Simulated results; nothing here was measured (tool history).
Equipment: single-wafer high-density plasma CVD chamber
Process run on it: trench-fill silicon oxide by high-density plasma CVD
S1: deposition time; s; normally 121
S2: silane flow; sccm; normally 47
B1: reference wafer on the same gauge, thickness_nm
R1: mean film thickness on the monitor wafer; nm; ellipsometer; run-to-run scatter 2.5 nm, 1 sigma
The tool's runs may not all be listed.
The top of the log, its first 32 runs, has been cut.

Run 33, hour 2582.3: usual settings; B1 554.132. Result: R1 615.957 nm.
Run 34, hour 2642.8: usual settings but S1 128 s, S2 56 sccm; B1 553.722. Result: R1 747.331 nm.
Run 35, hour 2729: usual settings; B1 553.262. Result: R1 618.495 nm.
Run 36, hour 2813.8: usual settings but S1 102 s, S2 50 sccm; B1 553.581. Result: R1 540.157 nm.
Run 37, hour 2882.5: usual settings; B1 554.115. Result: R1 609.036 nm.
Run 38, hour 2945.3: usual settings; B1 553.698. Result: R1 612.139 nm.
Run 39, hour 3050.5: usual settings but S1 129 s, S2 39 sccm; B1 554.583. Result: R1 569.872 nm.
Run 40, hour 3091.3: usual settings; B1 555.003. Result: R1 614.735 nm.
Run 41, hour 3131: usual settings but S1 101 s, S2 54 sccm; B1 552.887. Result: R1 566.785 nm.

5 ways to go on from here, each from the tool as it stands after run 41. What would each give?
Run A, hour 3131.4: usual settings but S2 39 sccm; B1 ?. Result: R1 ?.
Run B, hour 3131.4: usual settings but S1 114 s; B1 ?. Result: R1 ?.
Run C, hour 3131.4: usual settings but S1 139 s, S2 44 sccm; B1 ?. Result: R1 ?.
Run D, hour 3131.4: usual settings but S2 53 sccm; B1 ?. Result: R1 ?.
Run E, hour 3131.4: usual settings but S1 142 s, S2 53 sccm; B1 ?. Result: R1 ?.

run       B1       R1
  A  553.568  531.397
  B  553.568  572.747
  C  553.568  665.386
  D  553.568  665.304
  E  553.568   780.77
With no hidden state in the tool, these same runs would have given:
run       R1
  A  539.571
  B  581.556
  C   675.62
  D  675.537
  E  792.779

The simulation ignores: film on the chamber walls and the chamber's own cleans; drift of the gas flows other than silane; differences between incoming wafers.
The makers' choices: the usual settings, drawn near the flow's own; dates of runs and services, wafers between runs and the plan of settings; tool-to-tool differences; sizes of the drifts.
